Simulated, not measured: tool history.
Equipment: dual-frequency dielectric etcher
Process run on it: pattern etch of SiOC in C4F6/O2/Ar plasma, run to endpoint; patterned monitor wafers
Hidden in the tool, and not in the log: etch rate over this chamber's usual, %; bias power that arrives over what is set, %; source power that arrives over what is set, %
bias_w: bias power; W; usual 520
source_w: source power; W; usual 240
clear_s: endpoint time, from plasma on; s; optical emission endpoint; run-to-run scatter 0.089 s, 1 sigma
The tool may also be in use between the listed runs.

run	day	bias_w	source_w	wafers since the last listed run	hours since the last wet clean	hours since the last bias power generator calibration	hours since the last source power generator calibration	hours since the last upper electrode change	incoming incoming film thickness, nm	clear_s
1	0.000	520	240	0	202.3	1299.9	3090.8	2953.3	27.42	10.5
2	0.925	467	240	210	224.5	1322.1	3113.0	2975.5	27.38	10.6
3	1.679	467	240	171	242.6	1340.2	3131.1	2993.6	27.60	10.9
4	2.408	467	240	165	260.1	1357.7	3148.6	3011.1	27.46	10.8
5	3.750	520	240	305	292.3	1389.9	3180.8	3043.3	27.52	10.4
6	4.971	520	280	277	321.6	1419.2	3210.1	3072.6	27.57	9.9
7	6.288	520	240	299	353.2	1450.8	3241.7	3104.2	27.73	10.6
8	7.038	520	240	170	371.2	1468.8	3259.7	3122.2	27.57	10.3
9	7.554	520	240	117	383.6	1481.2	3272.1	3134.6	27.28	10.2
10	9.008	589	200	330	418.5	1516.1	3307.0	3169.5	27.59	10.5
11	9.808	520	240	182	437.7	1535.3	3326.2	3188.7	27.26	10.2
12	10.721	461	240	207	459.6	1557.2	3348.1	3210.6	27.59	10.9
# day 11.908: source power generator calibrated
# day 12.596: wet clean of the chamber
13	12.617	584	210	237	0.5	1602.7	17.0	3256.1	27.57	10.3
14	12.733	584	240	26	3.3	1605.5	19.8	3258.9	27.47	10.0
15	16.754	520	240	914	99.8	1702.0	116.3	3355.4	27.68	10.6
16	17.942	520	240	270	128.3	1730.5	144.8	3383.9	27.70	10.6
17	18.821	444	270	200	149.4	1751.6	165.9	3405.0	27.27	10.6
# day 19.892: bias power generator calibrated
18	20.233	418	190	283	183.3	8.2	199.8	3438.9	27.71	12.0
19	20.971	436	260	167	201.0	25.9	217.5	3456.6	27.61	10.9
# day 22.079: upper electrode replaced
20	22.317	421	290	78	233.3	58.2	249.8	5.7	27.49	10.6
21	23.571	520	270	285	263.4	88.3	279.9	35.8	27.81	10.4
22	24.450	591	270	200	284.5	109.4	301.0	56.9	27.59	9.7
23	25.288	633	290	190	304.6	129.5	321.1	77.0	27.59	9.3
24	26.617	520	190	302	336.5	161.4	353.0	108.9	27.43	11.2
25	27.675	461	180	240	361.9	186.8	378.4	134.3	27.48	11.5

Each row is a separate what-if for the run after 25, all from the same tool condition, not one after another. Results?
A	27.692	414	240	3	362.3	187.2	378.8	134.7	27.49	?
B	27.692	590	290	3	362.3	187.2	378.8	134.7	27.49	?
C	27.692	611	220	3	362.3	187.2	378.8	134.7	27.49	?
D	27.692	520	180	3	362.3	187.2	378.8	134.7	27.49	?

run	clear_s
A	11.4
B	9.5
C	10.1
D	11.2
Without the tool's hidden state the same runs would have given:
run	clear_s
A	11.4
B	9.5
C	10.1
D	11.2
